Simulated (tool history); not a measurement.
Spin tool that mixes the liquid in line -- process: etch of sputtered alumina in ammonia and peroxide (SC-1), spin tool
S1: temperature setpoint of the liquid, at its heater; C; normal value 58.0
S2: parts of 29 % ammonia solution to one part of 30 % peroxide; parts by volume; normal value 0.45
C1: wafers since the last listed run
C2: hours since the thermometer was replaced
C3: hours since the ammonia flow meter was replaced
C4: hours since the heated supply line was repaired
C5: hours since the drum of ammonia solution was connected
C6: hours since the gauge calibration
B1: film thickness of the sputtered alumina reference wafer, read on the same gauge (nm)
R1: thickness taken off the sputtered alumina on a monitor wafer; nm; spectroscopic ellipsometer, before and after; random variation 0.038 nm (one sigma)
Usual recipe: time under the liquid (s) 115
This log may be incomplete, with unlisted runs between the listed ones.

Run 1, day 0.000: usual settings; C1 0; C2 2146.7; C3 1711.1; C4 878.3; C5 267.2; C6 834.9; B1 109.99. Result: R1 10.89 nm.
At day 1.288: ammonia flow meter replaced.
Run 2, day 1.442: usual settings; C1 293; C2 2181.3; C3 3.7; C4 912.9; C5 301.8; C6 869.5; B1 110.03. Result: R1 10.77 nm.
Run 3, day 2.267: usual settings; C1 172; C2 2201.1; C3 23.5; C4 932.7; C5 321.6; C6 889.3; B1 110.02. Result: R1 10.81 nm.
Run 4, day 3.504: usual settings; C1 259; C2 2230.8; C3 53.2; C4 962.4; C5 351.3; C6 919.0; B1 109.98. Result: R1 10.83 nm.
Run 5, day 4.617: usual settings but S1 64.0 C, S2 0.30 parts by volume, time under the liquid (s) 85; C1 232; C2 2257.5; C3 79.9; C4 989.1; C5 378.0; C6 945.7; B1 109.99. Result: R1 10.43 nm.
Run 6, day 5.479: usual settings; C1 180; C2 2278.2; C3 100.6; C4 1009.8; C5 398.7; C6 966.4; B1 110.01. Result: R1 10.78 nm.
Run 7, day 6.442: usual settings but S1 52.5 C, S2 0.30 parts by volume, time under the liquid (s) 60; C1 201; C2 2301.3; C3 123.7; C4 1032.9; C5 421.8; C6 989.5; B1 110.00. Result: R1 4.02 nm.
Run 8, day 9.488: usual settings but S1 51.0 C; C1 637; C2 2374.4; C3 196.8; C4 1106.0; C5 494.9; C6 1062.6; B1 110.00. Result: R1 7.45 nm.
At day 9.621: heated supply line repaired.
Run 9, day 9.996: usual settings but S1 52.5 C, S2 0.35 parts by volume, time under the liquid (s) 140; C1 97; C2 2386.6; C3 209.0; C4 9.0; C5 507.1; C6 1074.8; B1 109.97. Result: R1 9.58 nm.
Run 10, day 10.612: usual settings; C1 129; C2 2401.4; C3 223.8; C4 23.8; C5 521.9; C6 1089.6; B1 110.02. Result: R1 10.76 nm.
At day 11.254: thermometer replaced.
Run 11, day 11.679: usual settings but time under the liquid (s) 50; C1 214; C2 10.2; C3 249.4; C4 49.4; C5 547.5; C6 1115.2; B1 110.00. Result: R1 4.68 nm.
Run 12, day 13.125: usual settings but S1 55.0 C, S2 0.35 parts by volume, time under the liquid (s) 180; C1 302; C2 44.9; C3 284.1; C4 84.1; C5 582.2; C6 1149.9; B1 109.98. Result: R1 14.03 nm.
Run 13, day 14.392: usual settings but time under the liquid (s) 95; C1 265; C2 75.3; C3 314.5; C4 114.5; C5 612.6; C6 1180.3; B1 110.00. Result: R1 8.87 nm.
At day 15.229: gauge calibrated.
Run 14, day 16.317: usual settings but S2 0.55 parts by volume; C1 403; C2 121.5; C3 360.7; C4 160.7; C5 658.8; C6 26.1; B1 110.01. Result: R1 10.89 nm.
Run 15, day 16.912: usual settings; C1 124; C2 135.8; C3 375.0; C4 175.0; C5 673.1; C6 40.4; B1 109.98. Result: R1 10.74 nm.
Run 16, day 17.471: usual settings but S1 65.5 C, S2 0.50 parts by volume; C1 116; C2 149.2; C3 388.4; C4 188.4; C5 686.5; C6 53.8; B1 110.02. Result: R1 15.81 nm.
Run 17, day 18.954: usual settings but S1 52.0 C, time under the liquid (s) 140; C1 310; C2 184.8; C3 424.0; C4 224.0; C5 722.1; C6 89.4; B1 110.01. Result: R1 9.48 nm.
At day 19.779: new drum of ammonia solution connected.
Run 18, day 20.262: usual settings but time under the liquid (s) 180; C1 265; C2 216.2; C3 455.4; C4 255.4; C5 11.6; C6 120.8; B1 110.03. Result: R1 16.97 nm.
Run 19, day 21.412: usual settings but time under the liquid (s) 100; C1 240; C2 243.8; C3 483.0; C4 283.0; C5 39.2; C6 148.4; B1 110.00. Result: R1 9.50 nm.
Run 20, day 22.688: usual settings but S1 52.5 C, S2 0.35 parts by volume, time under the liquid (s) 155; C1 267; C2 274.4; C3 513.6; C4 313.6; C5 69.8; C6 179.0; B1 110.01. Result: R1 10.68 nm.
Run 21, day 23.279: usual settings but time under the liquid (s) 70; C1 123; C2 288.6; C3 527.8; C4 327.8; C5 84.0; C6 193.2; B1 109.99. Result: R1 6.61 nm.
Run 22, day 24.596: usual settings but S2 0.30 parts by volume; C1 275; C2 320.2; C3 559.4; C4 359.4; C5 115.6; C6 224.8; B1 110.02. Result: R1 10.38 nm.
Run 23, day 27.917: usual settings but S1 62.0 C, time under the liquid (s) 175; C1 695; C2 399.9; C3 639.1; C4 439.1; C5 195.3; C6 304.5; B1 110.02. Result: R1 20.29 nm.
Run 24, day 29.012: usual settings but S1 63.0 C, S2 0.55 parts by volume, time under the liquid (s) 145; C1 229; C2 426.2; C3 665.4; C4 465.4; C5 221.6; C6 330.8; B1 110.00. Result: R1 18.06 nm.
Run 25, day 31.171: usual settings but time under the liquid (s) 70; C1 452; C2 478.0; C3 717.2; C4 517.2; C5 273.4; C6 382.6; B1 110.04. Result: R1 6.57 nm.
Run 26, day 31.996: usual settings but S2 0.30 parts by volume, time under the liquid (s) 70; C1 172; C2 497.8; C3 737.0; C4 537.0; C5 293.2; C6 402.4; B1 110.01. Result: R1 6.37 nm.

The logged runs with the hidden state left out (each run's random variation unchanged):
The tool's hidden condition here consists of: liquid hotter than its thermometer reads (K); ammonia flow below the setpoint (%); temperature lost on the way to the wafer (K); ammonia solution weaker than its label (%); gauge reads high (%).
run     R1
  1  10.94
  2  10.82
  3  10.86
  4  10.89
  5  10.49
  6  10.85
  7   4.04
  8   7.51
  9   9.66
 10  10.86
 11   4.72
 12  14.17
 13   8.96
 14  11.01
 15  10.86
 16  15.98
 17   9.59
 18  16.97
 19   9.50
 20  10.69
 21   6.62
 22  10.40
 23  20.36
 24  18.12
 25   6.60
 26   6.40
